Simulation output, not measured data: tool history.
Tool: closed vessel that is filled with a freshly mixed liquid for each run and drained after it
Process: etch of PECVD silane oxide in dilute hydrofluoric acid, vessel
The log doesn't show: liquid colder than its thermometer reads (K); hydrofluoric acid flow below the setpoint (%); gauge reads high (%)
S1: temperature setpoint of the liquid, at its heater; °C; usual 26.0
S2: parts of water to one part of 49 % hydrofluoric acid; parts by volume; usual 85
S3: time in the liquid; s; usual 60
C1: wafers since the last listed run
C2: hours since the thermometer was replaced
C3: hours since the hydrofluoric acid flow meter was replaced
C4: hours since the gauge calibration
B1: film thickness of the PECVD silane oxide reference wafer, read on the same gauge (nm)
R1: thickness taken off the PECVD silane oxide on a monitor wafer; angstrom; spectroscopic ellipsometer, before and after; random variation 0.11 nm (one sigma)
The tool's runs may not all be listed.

{"run": 1, "day": 0.0, "S1": 26.0, "S2": 85, "S3": 60, "C1": 0, "C2": 260.8, "C3": 536.5, "C4": 63.3, "B1": 99.98, "R1": 297.4}
{"run": 2, "day": 0.667, "S1": 26.0, "S2": 85, "S3": 60, "C1": 2055, "C2": 276.8, "C3": 552.5, "C4": 79.3, "B1": 99.98, "R1": 297.6}
{"run": 3, "day": 1.679, "S1": 26.0, "S2": 85, "S3": 60, "C1": 3121, "C2": 301.1, "C3": 576.8, "C4": 103.6, "B1": 100.01, "R1": 297.5}
{"run": 4, "day": 2.592, "S1": 26.0, "S2": 85, "S3": 60, "C1": 2812, "C2": 323.0, "C3": 598.7, "C4": 125.5, "B1": 99.99, "R1": 298.7}
{"run": 5, "day": 3.846, "S1": 26.0, "S2": 85, "S3": 60, "C1": 3866, "C2": 353.1, "C3": 628.8, "C4": 155.6, "B1": 100.0, "R1": 297.8}
{"run": 6, "day": 4.642, "S1": 26.0, "S2": 85, "S3": 60, "C1": 2453, "C2": 372.2, "C3": 647.9, "C4": 174.7, "B1": 99.98, "R1": 298.9}
{"run": 7, "day": 5.304, "S1": 26.0, "S2": 85, "S3": 60, "C1": 2042, "C2": 388.1, "C3": 663.8, "C4": 190.6, "B1": 100.03, "R1": 298.1}
{"run": 8, "day": 6.133, "S1": 26.0, "S2": 85, "S3": 60, "C1": 2556, "C2": 408.0, "C3": 683.7, "C4": 210.5, "B1": 100.0, "R1": 297.8}
{"run": 9, "day": 6.838, "S1": 30.0, "S2": 85, "S3": 60, "C1": 2170, "C2": 424.9, "C3": 700.6, "C4": 227.4, "B1": 100.01, "R1": 346.3}
{"run": 10, "day": 7.912, "S1": 30.0, "S2": 85, "S3": 60, "C1": 3313, "C2": 450.7, "C3": 726.4, "C4": 253.2, "B1": 99.99, "R1": 349.4}
{"day": 8.162, "done": "hydrofluoric acid flow meter replaced"}
{"run": 11, "day": 8.612, "S1": 22.5, "S2": 85, "S3": 75, "C1": 2029, "C2": 467.5, "C3": 10.8, "C4": 270.0, "B1": 99.99, "R1": 324.3}
{"run": 12, "day": 10.05, "S1": 26.0, "S2": 115, "S3": 60, "C1": 4431, "C2": 502.0, "C3": 45.3, "C4": 304.5, "B1": 100.01, "R1": 211.4}
{"day": 12.012, "done": "gauge calibrated"}
{"day": 12.488, "done": "thermometer replaced"}
{"run": 13, "day": 14.438, "S1": 26.0, "S2": 50, "S3": 80, "C1": 13396, "C2": 46.8, "C3": 150.6, "C4": 58.2, "B1": 100.0, "R1": 712.2}
{"run": 14, "day": 15.271, "S1": 30.0, "S2": 85, "S3": 60, "C1": 2568, "C2": 66.8, "C3": 170.6, "C4": 78.2, "B1": 100.01, "R1": 347.6}
{"run": 15, "day": 16.192, "S1": 26.0, "S2": 85, "S3": 60, "C1": 2838, "C2": 88.9, "C3": 192.7, "C4": 100.3, "B1": 99.99, "R1": 299.1}
{"run": 16, "day": 16.862, "S1": 24.0, "S2": 55, "S3": 80, "C1": 2067, "C2": 105.0, "C3": 208.8, "C4": 116.4, "B1": 100.03, "R1": 588.2}
{"run": 17, "day": 17.879, "S1": 26.0, "S2": 85, "S3": 60, "C1": 3134, "C2": 129.4, "C3": 233.2, "C4": 140.8, "B1": 100.0, "R1": 297.3}
{"run": 18, "day": 19.067, "S1": 22.5, "S2": 85, "S3": 75, "C1": 3660, "C2": 157.9, "C3": 261.7, "C4": 169.3, "B1": 99.97, "R1": 324.1}
{"run": 19, "day": 19.612, "S1": 29.0, "S2": 65, "S3": 30, "C1": 1682, "C2": 171.0, "C3": 274.8, "C4": 182.4, "B1": 100.02, "R1": 226.1}
{"run": 20, "day": 20.825, "S1": 23.0, "S2": 55, "S3": 40, "C1": 3737, "C2": 200.1, "C3": 303.9, "C4": 211.5, "B1": 100.0, "R1": 284.1}
{"run": 21, "day": 22.154, "S1": 24.0, "S2": 50, "S3": 50, "C1": 4097, "C2": 232.0, "C3": 335.8, "C4": 243.4, "B1": 99.99, "R1": 407.5}
{"run": 22, "day": 22.867, "S1": 30.0, "S2": 85, "S3": 60, "C1": 2196, "C2": 249.1, "C3": 352.9, "C4": 260.5, "B1": 100.01, "R1": 348.4}
{"run": 23, "day": 23.512, "S1": 28.0, "S2": 110, "S3": 45, "C1": 1990, "C2": 264.6, "C3": 368.4, "C4": 276.0, "B1": 99.99, "R1": 180.8}

Forecast each of these 5 alternatives for the next run:
{"run": "A", "day": 23.542, "S1": 26.0, "S2": 85, "S3": 80, "C1": 89, "C2": 265.3, "C3": 369.1, "C4": 276.7, "B1": "?", "R1": "?"}
{"run": "B", "day": 23.542, "S1": 30.5, "S2": 70, "S3": 40, "C1": 89, "C2": 265.3, "C3": 369.1, "C4": 276.7, "B1": "?", "R1": "?"}
{"run": "C", "day": 23.542, "S1": 28.5, "S2": 110, "S3": 35, "C1": 89, "C2": 265.3, "C3": 369.1, "C4": 276.7, "B1": "?", "R1": "?"}
{"run": "D", "day": 23.542, "S1": 26.0, "S2": 85, "S3": 35, "C1": 89, "C2": 265.3, "C3": 369.1, "C4": 276.7, "B1": "?", "R1": "?"}
{"run": "E", "day": 23.542, "S1": 30.5, "S2": 85, "S3": 35, "C1": 89, "C2": 265.3, "C3": 369.1, "C4": 276.7, "B1": "?", "R1": "?"}

run=A B1=100.01 R1=397.2
run=B B1=100.01 R1=293.3
run=C B1=100.01 R1=143.0
run=D B1=100.01 R1=173.8
run=E B1=100.01 R1=206.7
Without the tool's hidden state the same runs would have given:
run=A R1=397.2
run=B R1=293.3
run=C R1=143.0
run=D R1=173.8
run=E R1=206.7
